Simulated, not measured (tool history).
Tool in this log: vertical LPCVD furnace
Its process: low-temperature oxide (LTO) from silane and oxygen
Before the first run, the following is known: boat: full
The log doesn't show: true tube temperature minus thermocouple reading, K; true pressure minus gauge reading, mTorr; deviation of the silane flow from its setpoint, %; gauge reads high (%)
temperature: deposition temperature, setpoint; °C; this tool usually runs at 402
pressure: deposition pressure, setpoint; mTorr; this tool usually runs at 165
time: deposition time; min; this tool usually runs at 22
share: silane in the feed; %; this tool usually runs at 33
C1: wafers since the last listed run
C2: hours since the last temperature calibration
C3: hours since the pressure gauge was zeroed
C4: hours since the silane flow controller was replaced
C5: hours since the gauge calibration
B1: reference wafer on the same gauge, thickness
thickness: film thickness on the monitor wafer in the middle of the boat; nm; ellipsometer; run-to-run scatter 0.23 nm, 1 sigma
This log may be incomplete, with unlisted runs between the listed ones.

Run 1, hour 0: usual settings; C1 0; C2 2848.4; C3 2106.7; C4 3603.7; C5 115.6; B1 156.03. Result: thickness 125.74 nm.
Run 2, hour 13.5: usual settings; C1 157; C2 2861.9; C3 2120.2; C4 3617.2; C5 129.1; B1 155.95. Result: thickness 126.11 nm.
Run 3, hour 21.5: usual settings; C1 93; C2 2869.9; C3 2128.2; C4 3625.2; C5 137.1; B1 156.07. Result: thickness 125.63 nm.
Run 4, hour 33.2: usual settings; C1 136; C2 2881.6; C3 2139.9; C4 3636.9; C5 148.8; B1 156.06. Result: thickness 126.12 nm.
Run 5, hour 48.8: usual settings; C1 182; C2 2897.2; C3 2155.5; C4 3652.5; C5 164.4; B1 156.02. Result: thickness 125.58 nm.
At hour 87.4: pressure gauge zeroed.
Run 6, hour 87.9: usual settings but time 28.5 min, share 38 %; C1 176; C2 2936.3; C3 0.5; C4 3691.6; C5 203.5; B1 156.14. Result: thickness 205.76 nm.
Run 7, hour 100: usual settings but time 28.5 min, share 38 %; C1 141; C2 2948.4; C3 12.6; C4 3703.7; C5 215.6; B1 156.05. Result: thickness 205.61 nm.
At hour 108.1: gauge calibrated.
Run 8, hour 116.4: usual settings but pressure 190 mTorr, share 36 %; C1 191; C2 2964.8; C3 29; C4 3720.1; C5 8.3; B1 156.01. Result: thickness 170.8 nm.
Run 9, hour 128.2: usual settings but pressure 190 mTorr, share 36 %; C1 137; C2 2976.6; C3 40.8; C4 3731.9; C5 20.1; B1 155.95. Result: thickness 171.02 nm.
Run 10, hour 139.9: usual settings but temperature 395 °C; C1 136; C2 2988.3; C3 52.5; C4 3743.6; C5 31.8; B1 156.04. Result: thickness 121.58 nm.
Run 11, hour 157.4: usual settings; C1 204; C2 3005.8; C3 70; C4 3761.1; C5 49.3; B1 156.02. Result: thickness 131.72 nm.
At hour 186.4: thermocouples replaced and temperature profile calibrated.
Run 12, hour 186.9: usual settings; C1 64; C2 0.5; C3 99.5; C4 3790.6; C5 78.8; B1 155.92. Result: thickness 131.73 nm.
Run 13, hour 190.3: usual settings but time 15 min, share 31 %; C1 39; C2 3.9; C3 102.9; C4 3794; C5 82.2; B1 156. Result: thickness 82.26 nm.
Run 14, hour 193.6: usual settings; C1 38; C2 7.2; C3 106.2; C4 3797.3; C5 85.5; B1 155.99. Result: thickness 131.83 nm.
Run 15, hour 196.9: usual settings but temperature 395 °C, pressure 190 mTorr, time 28.5 min, share 28 %; C1 38; C2 10.5; C3 109.5; C4 3800.6; C5 88.8; B1 155.9. Result: thickness 141.66 nm.
Run 16, hour 207.4: usual settings but pressure 150 mTorr, time 30.5 min, share 35 %; C1 122; C2 21; C3 120; C4 3811.1; C5 99.3; B1 155.93. Result: thickness 180.12 nm.
Run 17, hour 218.4: usual settings; C1 128; C2 32; C3 131; C4 3822.1; C5 110.3; B1 156.06. Result: thickness 131.82 nm.
Run 18, hour 225.2: usual settings but pressure 140 mTorr, time 16 min, share 38 %; C1 79; C2 38.8; C3 137.8; C4 3828.9; C5 117.1; B1 155.92. Result: thickness 98.23 nm.
Run 19, hour 240.3: usual settings but pressure 145 mTorr; C1 176; C2 53.9; C3 152.9; C4 3844; C5 132.2; B1 155.98. Result: thickness 115.78 nm.
Run 20, hour 246.4: usual settings but pressure 190 mTorr; C1 71; C2 60; C3 159; C4 3850.1; C5 138.3; B1 155.99. Result: thickness 151.61 nm.
At hour 272.8: silane flow controller replaced.
Run 21, hour 273.3: usual settings but pressure 145 mTorr, share 37 %; C1 33; C2 86.9; C3 185.9; C4 0.5; C5 165.2; B1 156. Result: thickness 135.08 nm.
Run 22, hour 276.6: usual settings but time 14 min, share 39 %; C1 38; C2 90.2; C3 189.2; C4 3.8; C5 168.5; B1 156.05. Result: thickness 104.24 nm.
Run 23, hour 280: usual settings but pressure 200 mTorr; C1 39; C2 93.6; C3 192.6; C4 7.2; C5 171.9; B1 156.15. Result: thickness 160.17 nm.
Run 24, hour 289.8: usual settings but pressure 195 mTorr; C1 114; C2 103.4; C3 202.4; C4 17; C5 181.7; B1 156.05. Result: thickness 155.46 nm.
Run 25, hour 298.9: usual settings; C1 106; C2 112.5; C3 211.5; C4 26.1; C5 190.8; B1 156. Result: thickness 132.29 nm.
At hour 307.1: gauge calibrated.
Run 26, hour 307.9: usual settings; C1 105; C2 121.5; C3 220.5; C4 35.1; C5 0.8; B1 156.03. Result: thickness 131.51 nm.
Run 27, hour 318.6: usual settings; C1 124; C2 132.2; C3 231.2; C4 45.8; C5 11.5; B1 155.86. Result: thickness 131.42 nm.
Run 28, hour 331: usual settings but temperature 411 °C, pressure 135 mTorr, time 18 min, share 37 %; C1 144; C2 144.6; C3 243.6; C4 58.2; C5 23.9; B1 156.01. Result: thickness 113.35 nm.
Run 29, hour 343.3: usual settings but temperature 406 °C, pressure 145 mTorr, share 36 %; C1 143; C2 156.9; C3 255.9; C4 70.5; C5 36.2; B1 155.97. Result: thickness 136.19 nm.
Run 30, hour 358.4: usual settings; C1 176; C2 172; C3 271; C4 85.6; C5 51.3; B1 156.1. Result: thickness 132.23 nm.

Some steps in thickness, run to run, broken into two amounts with sign: the step expected even without the hidden condition (settings, incoming material, random variation), and the rest, left for the hidden condition together with whatever gauge scatter is not in both the measured and the hidden-condition-free result:
Run 5 -> 6: time 22 -> 28.5, share 33 -> 38, pressure gauge zeroed. thickness +80.18 nm: hidden state +6.67, all else +73.51.
Run 13 -> 14: time 15 -> 22, share 31 -> 33. thickness +49.57 nm: hidden state +0.44, all else +49.13.
Run 15 -> 16: temperature 395 -> 402, pressure 190 -> 150, time 28.5 -> 30.5, share 28 -> 35. thickness +38.46 nm: hidden state +0.66, all else +37.8.
Run 16 -> 17: pressure 150 -> 165, time 30.5 -> 22, share 35 -> 33. thickness -48.3 nm: hidden state -0.59, all else -47.71.
Run 22 -> 23: pressure 165 -> 200, time 14 -> 22, share 39 -> 33. thickness +55.93 nm: hidden state +0.25, all else +55.68.
